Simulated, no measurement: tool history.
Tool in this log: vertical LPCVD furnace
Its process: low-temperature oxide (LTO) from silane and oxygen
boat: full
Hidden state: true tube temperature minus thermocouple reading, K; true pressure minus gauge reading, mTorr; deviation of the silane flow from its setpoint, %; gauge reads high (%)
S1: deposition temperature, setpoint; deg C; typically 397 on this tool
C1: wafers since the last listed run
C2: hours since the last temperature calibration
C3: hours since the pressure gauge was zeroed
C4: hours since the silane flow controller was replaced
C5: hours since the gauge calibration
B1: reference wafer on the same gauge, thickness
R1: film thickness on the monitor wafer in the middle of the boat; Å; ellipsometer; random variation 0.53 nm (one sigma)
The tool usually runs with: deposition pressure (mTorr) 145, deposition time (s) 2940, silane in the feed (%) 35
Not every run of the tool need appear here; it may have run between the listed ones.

run 1 day=0 | S1=397 deposition_pressure_(mTorr)=145 deposition_time_(s)=2940 silane_in_the_feed_(%)=35 | C1=0 C2=1668.8 C3=3706.1 C4=1765.1 C5=96.5 | B1=199.96 | R1=2488.3
run 2 day=0.488 | S1=397 deposition_pressure_(mTorr)=145 deposition_time_(s)=2130 silane_in_the_feed_(%)=35 | C1=202 C2=1680.5 C3=3717.8 C4=1776.8 C5=108.2 | B1=200.06 | R1=1806
run 3 day=1.233 | S1=397 deposition_pressure_(mTorr)=145 deposition_time_(s)=2130 silane_in_the_feed_(%)=35 | C1=309 C2=1698.4 C3=3735.7 C4=1794.7 C5=126.1 | B1=199.9 | R1=1811
run 4 day=2.054 | S1=397 deposition_pressure_(mTorr)=145 deposition_time_(s)=2640 silane_in_the_feed_(%)=35 | C1=340 C2=1718.1 C3=3755.4 C4=1814.4 C5=145.8 | B1=200.12 | R1=2234.2
run 5 day=2.754 | S1=397 deposition_pressure_(mTorr)=145 deposition_time_(s)=2940 silane_in_the_feed_(%)=35 | C1=290 C2=1734.9 C3=3772.2 C4=1831.2 C5=162.6 | B1=200.05 | R1=2488.4
run 6 day=3.388 | S1=397 deposition_pressure_(mTorr)=145 deposition_time_(s)=2940 silane_in_the_feed_(%)=35 | C1=262 C2=1750.1 C3=3787.4 C4=1846.4 C5=177.8 | B1=200.11 | R1=2484.4
run 7 day=4.025 | S1=397 deposition_pressure_(mTorr)=145 deposition_time_(s)=2940 silane_in_the_feed_(%)=35 | C1=264 C2=1765.4 C3=3802.7 C4=1861.7 C5=193.1 | B1=200.15 | R1=2503.9
run 8 day=4.862 | S1=397 deposition_pressure_(mTorr)=145 deposition_time_(s)=2940 silane_in_the_feed_(%)=35 | C1=347 C2=1785.5 C3=3822.8 C4=1881.8 C5=213.2 | B1=200.11 | R1=2498.7
run 9 day=5.158 | S1=397 deposition_pressure_(mTorr)=145 deposition_time_(s)=2940 silane_in_the_feed_(%)=35 | C1=122 C2=1792.6 C3=3829.9 C4=1888.9 C5=220.3 | B1=200.08 | R1=2500.6
run 10 day=5.754 | S1=390 deposition_pressure_(mTorr)=145 deposition_time_(s)=2940 silane_in_the_feed_(%)=35 | C1=246 C2=1806.9 C3=3844.2 C4=1903.2 C5=234.6 | B1=200.27 | R1=2308.7
run 11 day=6.275 | S1=390 deposition_pressure_(mTorr)=145 deposition_time_(s)=2940 silane_in_the_feed_(%)=35 | C1=215 C2=1819.4 C3=3856.7 C4=1915.7 C5=247.1 | B1=199.96 | R1=2308.3
-- day=7.279 gauge calibrated
-- day=7.638 thermocouples replaced and temperature profile calibrated
run 12 day=7.658 | S1=390 deposition_pressure_(mTorr)=145 deposition_time_(s)=2940 silane_in_the_feed_(%)=35 | C1=158 C2=0.5 C3=3889.9 C4=1948.9 C5=9.1 | B1=200.01 | R1=2214.8
run 13 day=7.862 | S1=397 deposition_pressure_(mTorr)=145 deposition_time_(s)=2940 silane_in_the_feed_(%)=30 | C1=84 C2=5.4 C3=3894.8 C4=1953.8 C5=14 | B1=199.89 | R1=1934.8
run 14 day=8.071 | S1=404 deposition_pressure_(mTorr)=145 deposition_time_(s)=2550 silane_in_the_feed_(%)=35 | C1=86 C2=10.4 C3=3899.8 C4=1958.8 C5=19 | B1=200.15 | R1=2255.8
run 15 day=9.233 | S1=404 deposition_pressure_(mTorr)=145 deposition_time_(s)=2550 silane_in_the_feed_(%)=35 | C1=481 C2=38.3 C3=3927.7 C4=1986.7 C5=46.9 | B1=199.99 | R1=2261.8
run 16 day=9.929 | S1=397 deposition_pressure_(mTorr)=145 deposition_time_(s)=2940 silane_in_the_feed_(%)=35 | C1=288 C2=55 C3=3944.4 C4=2003.4 C5=63.6 | B1=199.89 | R1=2401
run 17 day=10.333 | S1=397 deposition_pressure_(mTorr)=145 deposition_time_(s)=2940 silane_in_the_feed_(%)=35 | C1=167 C2=64.7 C3=3954.1 C4=2013.1 C5=73.3 | B1=199.93 | R1=2418.7
-- day=11.929 silane flow controller replaced
run 18 day=11.95 | S1=397 deposition_pressure_(mTorr)=145 deposition_time_(s)=2940 silane_in_the_feed_(%)=35 | C1=255 C2=103.5 C3=3992.9 C4=0.5 C5=112.1 | B1=200.15 | R1=2412.9
run 19 day=12.158 | S1=407 deposition_pressure_(mTorr)=135 deposition_time_(s)=2940 silane_in_the_feed_(%)=31 | C1=86 C2=108.5 C3=3997.9 C4=5.5 C5=117.1 | B1=199.93 | R1=2132.3
run 20 day=12.362 | S1=397 deposition_pressure_(mTorr)=145 deposition_time_(s)=2940 silane_in_the_feed_(%)=35 | C1=84 C2=113.4 C3=4002.8 C4=10.4 C5=122 | B1=200.04 | R1=2415.6
run 21 day=12.642 | S1=397 deposition_pressure_(mTorr)=145 deposition_time_(s)=1950 silane_in_the_feed_(%)=35 | C1=115 C2=120.1 C3=4009.5 C4=17.1 C5=128.7 | B1=200.04 | R1=1602.5
-- day=14.058 pressure gauge zeroed
run 22 day=14.079 | S1=397 deposition_pressure_(mTorr)=145 deposition_time_(s)=2940 silane_in_the_feed_(%)=41 | C1=181 C2=154.6 C3=0.5 C4=51.6 C5=163.2 | B1=199.71 | R1=2934.9
run 23 day=14.283 | S1=393 deposition_pressure_(mTorr)=145 deposition_time_(s)=2940 silane_in_the_feed_(%)=35 | C1=84 C2=159.5 C3=5.4 C4=56.5 C5=168.1 | B1=199.76 | R1=2300.5
run 24 day=14.638 | S1=397 deposition_pressure_(mTorr)=145 deposition_time_(s)=2940 silane_in_the_feed_(%)=32 | C1=146 C2=168 C3=13.9 C4=65 C5=176.6 | B1=200.02 | R1=2136.7
run 25 day=14.958 | S1=397 deposition_pressure_(mTorr)=145 deposition_time_(s)=2370 silane_in_the_feed_(%)=35 | C1=132 C2=175.7 C3=21.6 C4=72.7 C5=184.3 | B1=200.06 | R1=1947.9
run 26 day=15.508 | S1=397 deposition_pressure_(mTorr)=145 deposition_time_(s)=2940 silane_in_the_feed_(%)=35 | C1=227 C2=188.9 C3=34.8 C4=85.9 C5=197.5 | B1=200.04 | R1=2410.9
run 27 day=15.904 | S1=404 deposition_pressure_(mTorr)=145 deposition_time_(s)=3780 silane_in_the_feed_(%)=35 | C1=164 C2=198.4 C3=44.3 C4=95.4 C5=207 | B1=199.92 | R1=3370.5
run 28 day=16.688 | S1=397 deposition_pressure_(mTorr)=145 deposition_time_(s)=2220 silane_in_the_feed_(%)=35 | C1=324 C2=217.2 C3=63.1 C4=114.2 C5=225.8 | B1=199.93 | R1=1831.9
run 29 day=17.025 | S1=402 deposition_pressure_(mTorr)=145 deposition_time_(s)=2940 silane_in_the_feed_(%)=31 | C1=139 C2=225.3 C3=71.2 C4=122.3 C5=233.9 | B1=200.02 | R1=2158.8
run 30 day=17.846 | S1=397 deposition_pressure_(mTorr)=145 deposition_time_(s)=2940 silane_in_the_feed_(%)=35 | C1=340 C2=245 C3=90.9 C4=142 C5=253.6 | B1=200.06 | R1=2406.2

What if the next run were any one of these 3? Each begins from the tool's condition after run 30:
run A day=18.054 | S1=406 deposition_pressure_(mTorr)=145 deposition_time_(s)=2940 silane_in_the_feed_(%)=35 | C1=86 C2=250 C3=95.9 C4=147 C5=258.6 | B1=? | R1=?
run B day=18.054 | S1=397 deposition_pressure_(mTorr)=115 deposition_time_(s)=2940 silane_in_the_feed_(%)=35 | C1=86 C2=250 C3=95.9 C4=147 C5=258.6 | B1=? | R1=?
run C day=18.054 | S1=397 deposition_pressure_(mTorr)=115 deposition_time_(s)=2400 silane_in_the_feed_(%)=35 | C1=86 C2=250 C3=95.9 C4=147 C5=258.6 | B1=? | R1=?

run=A B1=200.08 R1=2668.8
run=B B1=200.08 R1=1911
run=C B1=200.08 R1=1560
What these runs would have given with no unlogged condition in the tool:
run=A R1=2642.7
run=B R1=1891.6
run=C R1=1544.2
